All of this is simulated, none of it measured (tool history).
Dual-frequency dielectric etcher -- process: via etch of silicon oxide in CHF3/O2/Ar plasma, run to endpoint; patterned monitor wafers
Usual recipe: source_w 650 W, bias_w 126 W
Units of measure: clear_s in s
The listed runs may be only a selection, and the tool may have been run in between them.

| run | day | source_w | bias_w | wafers since the last listed run | hours since the last wet clean | hours since the last source power generator calibration | hours since the last bias power generator calibration | hours since the last upper electrode change | incoming incoming film thickness, nm | clear_s |
|---|---|---|---|---|---|---|---|---|---|---|
| 1 | 0 | 650 | 126 | 0 | 218.9 | 4862.5 | 3120.4 | 5031.2 | 737.1 | 415.6 |
| 2 | 0.438 | 650 | 116 | 62 | 229.4 | 4873 | 3130.9 | 5041.7 | 728.8 | 419 |
| 3 | 1.092 | 650 | 126 | 92 | 245.1 | 4888.7 | 3146.6 | 5057.4 | 730.7 | 415.2 |
| 4 | 1.717 | 650 | 126 | 88 | 260.1 | 4903.7 | 3161.6 | 5072.4 | 735.6 | 417.2 |
|  | 3.954 | upper electrode replaced |
| 5 | 3.975 | 650 | 126 | 178 | 314.3 | 4957.9 | 3215.8 | 0.5 | 732.8 | 419.5 |
| 6 | 3.992 | 650 | 126 | 2 | 314.7 | 4958.3 | 3216.2 | 0.9 | 724.1 | 417.3 |
| 7 | 4.162 | 580 | 126 | 24 | 318.8 | 4962.4 | 3220.3 | 5 | 731.7 | 434.4 |
| 8 | 4.879 | 580 | 126 | 101 | 336 | 4979.6 | 3237.5 | 22.2 | 741.3 | 444.7 |
| 9 | 5.617 | 650 | 111 | 104 | 353.7 | 4997.3 | 3255.2 | 39.9 | 732.4 | 439.4 |
|  | 5.846 | source power generator calibrated |
| 10 | 6.292 | 560 | 114 | 72 | 369.9 | 10.7 | 3271.4 | 56.1 | 738.3 | 462.8 |
| 11 | 6.65 | 560 | 138 | 50 | 378.5 | 19.3 | 3280 | 64.7 | 739 | 440.6 |
|  | 8.267 | wet clean of the chamber |
|  | 8.421 | bias power generator calibrated |
| 12 | 8.442 | 650 | 126 | 90 | 4.2 | 62.3 | 0.5 | 107.7 | 733.3 | 403 |
| 13 | 8.917 | 650 | 126 | 67 | 15.6 | 73.7 | 11.9 | 119.1 | 730.5 | 395.5 |
| 14 | 9.596 | 720 | 97 | 96 | 31.9 | 90 | 28.2 | 135.4 | 739.3 | 424.6 |
| 15 | 9.933 | 560 | 145 | 47 | 40 | 98.1 | 36.3 | 143.5 | 732.1 | 405.8 |
| 16 | 10.596 | 560 | 126 | 94 | 55.9 | 114 | 52.2 | 159.4 | 728.6 | 424.5 |
| 17 | 11.317 | 650 | 140 | 102 | 73.2 | 131.3 | 69.5 | 176.7 | 734.4 | 394.2 |

5 ways to go on from here, each from the tool as it stands after run 17. What would each give?
| A | 11.338 | 650 | 126 | 2 | 73.7 | 131.8 | 70 | 177.2 | 734.2 | ? |
| B | 11.338 | 560 | 149 | 2 | 73.7 | 131.8 | 70 | 177.2 | 734.2 | ? |
| C | 11.338 | 550 | 135 | 2 | 73.7 | 131.8 | 70 | 177.2 | 734.2 | ? |
| D | 11.338 | 650 | 156 | 2 | 73.7 | 131.8 | 70 | 177.2 | 734.2 | ? |
| E | 11.338 | 650 | 145 | 2 | 73.7 | 131.8 | 70 | 177.2 | 734.2 | ? |

| run | clear_s |
|---|---|
| A | 408.1 |
| B | 406.1 |
| C | 422.2 |
| D | 380.5 |
| E | 389.9 |
Without the tool's unlogged condition, the same runs would have read:
| run | clear_s |
|---|---|
| A | 403.5 |
| B | 401.5 |
| C | 417.4 |
| D | 376.2 |
| E | 385.4 |
